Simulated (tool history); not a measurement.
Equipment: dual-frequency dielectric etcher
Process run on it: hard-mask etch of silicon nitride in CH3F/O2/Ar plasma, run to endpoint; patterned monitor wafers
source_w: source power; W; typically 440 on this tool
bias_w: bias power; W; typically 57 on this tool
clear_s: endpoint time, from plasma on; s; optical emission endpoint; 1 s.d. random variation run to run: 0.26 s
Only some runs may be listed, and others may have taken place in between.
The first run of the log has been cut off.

run    hour  source_w  bias_w  wafers since the last listed run  hours since the last wet clean  hours since the last source power generator calibration  hours since the last bias power generator calibration  hours since the last upper electrode change  incoming incoming film thickness, nm  clear_s
  2    46.2       440      57                               343                            46.7                                                   1418.6                                                  812.5                                       2274.1                                 29.74     40.8
  3   133.4       440      52                               649                           133.9                                                   1505.8                                                  899.7                                       2361.3                                 29.88     42.5
  4   390.8       440      52                              1916                           391.3                                                   1763.2                                                 1157.1                                       2618.7                                 29.89     42.3
  5   429.5       440      52                               288                           430.0                                                   1801.9                                                 1195.8                                       2657.4                                 29.78     42.1
      465.6  -- upper electrode replaced
  6   508.1       440      57                               406                           508.6                                                   1880.5                                                 1274.4                                         42.5                                 29.57     40.5
  7   605.4       440      57                               724                           605.9                                                   1977.8                                                 1371.7                                        139.8                                 29.68     40.3
  8   662.0       440      57                               421                           662.5                                                   2034.4                                                 1428.3                                        196.4                                 29.77     40.3
  9   723.3       410      57                               456                           723.8                                                   2095.7                                                 1489.6                                        257.7                                 29.88     41.6
      885.5  -- wet clean of the chamber, repeated, since the last time left the tool worse
 10   912.6       410      57                              1230                            27.1                                                   2285.0                                                 1678.9                                        447.0                                 30.07     44.1
 11  1000.3       520      61                               652                           114.8                                                   2372.7                                                 1766.6                                        534.7                                 30.00     39.9
 12  1075.3       520      61                               558                           189.8                                                   2447.7                                                 1841.6                                        609.7                                 29.92     40.0
 13  1174.0       390      47                               734                           288.5                                                   2546.4                                                 1940.3                                        708.4                                 30.22     47.8
 14  1267.3       550      57                               694                           381.8                                                   2639.7                                                 2033.6                                        801.7                                 29.88     40.0
 15  1365.1       480      68                               728                           479.6                                                   2737.5                                                 2131.4                                        899.5                                 29.71     39.1
 16  1406.2       380      63                               306                           520.7                                                   2778.6                                                 2172.5                                        940.6                                 29.86     43.0
 17  1729.3       480      57                              2405                           843.8                                                   3101.7                                                 2495.6                                       1263.7                                 29.88     41.0
     1824.4  -- wet clean of the chamber
 18  1824.9       440      52                               533                             0.5                                                   3197.3                                                 2591.2                                       1359.3                                 29.79     44.8
 19  1905.7       470      57                               601                            81.3                                                   3278.1                                                 2672.0                                       1440.1                                 29.83     42.2
 20  1984.2       440      57                               584                           159.8                                                   3356.6                                                 2750.5                                       1518.6                                 30.07     43.1
 21  2087.4       350      67                               768                           263.0                                                   3459.8                                                 2853.7                                       1621.8                                 29.78     43.5
 22  2196.1       370      50                               809                           371.7                                                   3568.5                                                 2962.4                                       1730.5                                 29.88     47.3
 23  2234.4       440      57                               285                           410.0                                                   3606.8                                                 3000.7                                       1768.8                                 29.69     42.4
 24  2334.3       440      67                               743                           509.9                                                   3706.7                                                 3100.6                                       1868.7                                 29.75     39.8

Run 25 has not been measured yet. What should we expect?
 25  2436.7       520      67                               762                           612.3                                                   3809.1                                                 3203.0                                       1971.1                                 29.80        ?

clear_s: 38.1 s
With no hidden state in the tool, this same run would have given clear_s 38.6 s.
